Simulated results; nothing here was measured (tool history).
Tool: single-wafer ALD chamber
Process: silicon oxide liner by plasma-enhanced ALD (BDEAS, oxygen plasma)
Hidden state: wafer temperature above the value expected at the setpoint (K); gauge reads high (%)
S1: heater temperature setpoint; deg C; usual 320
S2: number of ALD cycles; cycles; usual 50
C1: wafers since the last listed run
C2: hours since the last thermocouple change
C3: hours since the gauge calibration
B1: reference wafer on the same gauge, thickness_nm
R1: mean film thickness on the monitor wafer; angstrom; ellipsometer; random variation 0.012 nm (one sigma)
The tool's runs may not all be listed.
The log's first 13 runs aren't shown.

{"run": 14, "hour": 1038.1, "S1": 310, "S2": 50, "C1": 186, "C2": 1455.3, "C3": 2607.4, "B1": 5.431, "R1": 47.76}
{"run": 15, "hour": 1119.8, "S1": 330, "S2": 50, "C1": 318, "C2": 1537, "C3": 2689.1, "B1": 5.43, "R1": 45.96}
{"run": 16, "hour": 1220.9, "S1": 320, "S2": 50, "C1": 394, "C2": 1638.1, "C3": 2790.2, "B1": 5.43, "R1": 46.91}
{"hour": 1227.5, "done": "gauge calibrated"}
{"run": 17, "hour": 1262.0, "S1": 316, "S2": 50, "C1": 160, "C2": 1679.2, "C3": 34.5, "B1": 5.424, "R1": 47.06}
{"run": 18, "hour": 1364.9, "S1": 306, "S2": 40, "C1": 401, "C2": 1782.1, "C3": 137.4, "B1": 5.433, "R1": 38.25}
{"run": 19, "hour": 1450.2, "S1": 329, "S2": 47, "C1": 332, "C2": 1867.4, "C3": 222.7, "B1": 5.435, "R1": 43.58}
{"run": 20, "hour": 1557.8, "S1": 313, "S2": 56, "C1": 420, "C2": 1975, "C3": 330.3, "B1": 5.433, "R1": 53.26}
{"run": 21, "hour": 1652.9, "S1": 306, "S2": 54, "C1": 371, "C2": 2070.1, "C3": 425.4, "B1": 5.432, "R1": 51.83}
{"run": 22, "hour": 1725.8, "S1": 320, "S2": 50, "C1": 284, "C2": 2143, "C3": 498.3, "B1": 5.43, "R1": 46.81}
{"run": 23, "hour": 1818.1, "S1": 314, "S2": 59, "C1": 360, "C2": 2235.3, "C3": 590.6, "B1": 5.423, "R1": 55.84}
{"run": 24, "hour": 1871.5, "S1": 305, "S2": 41, "C1": 208, "C2": 2288.7, "C3": 644, "B1": 5.43, "R1": 39.29}
{"run": 25, "hour": 1931.8, "S1": 315, "S2": 54, "C1": 235, "C2": 2349, "C3": 704.3, "B1": 5.424, "R1": 50.91}
{"hour": 2016.0, "done": "thermocouple changed; heater temperature recalibrated"}
{"run": 26, "hour": 2016.5, "S1": 306, "S2": 40, "C1": 299, "C2": 0.5, "C3": 789, "B1": 5.435, "R1": 38.84}
{"run": 27, "hour": 2059.1, "S1": 309, "S2": 50, "C1": 166, "C2": 43.1, "C3": 831.6, "B1": 5.428, "R1": 48.03}
{"run": 28, "hour": 2157.3, "S1": 320, "S2": 50, "C1": 383, "C2": 141.3, "C3": 929.8, "B1": 5.433, "R1": 47.23}
{"run": 29, "hour": 2226.5, "S1": 320, "S2": 50, "C1": 270, "C2": 210.5, "C3": 999, "B1": 5.428, "R1": 47.44}
{"run": 30, "hour": 2330.8, "S1": 331, "S2": 55, "C1": 407, "C2": 314.8, "C3": 1103.3, "B1": 5.429, "R1": 50.9}
{"run": 31, "hour": 2423.4, "S1": 325, "S2": 50, "C1": 361, "C2": 407.4, "C3": 1195.9, "B1": 5.431, "R1": 46.8}
{"run": 32, "hour": 2501.2, "S1": 327, "S2": 54, "C1": 303, "C2": 485.2, "C3": 1273.7, "B1": 5.428, "R1": 50.36}
{"run": 33, "hour": 2582.1, "S1": 315, "S2": 45, "C1": 315, "C2": 566.1, "C3": 1354.6, "B1": 5.43, "R1": 42.68}

Forecast run 34:
{"run": 34, "hour": 2645.2, "S1": 320, "S2": 50, "C1": 246, "C2": 629.2, "C3": 1417.7, "B1": "?", "R1": "?"}

B1: 5.432
R1: 46.93 angstrom
Without the tool's hidden state the same run would have given R1 47.16 angstrom.
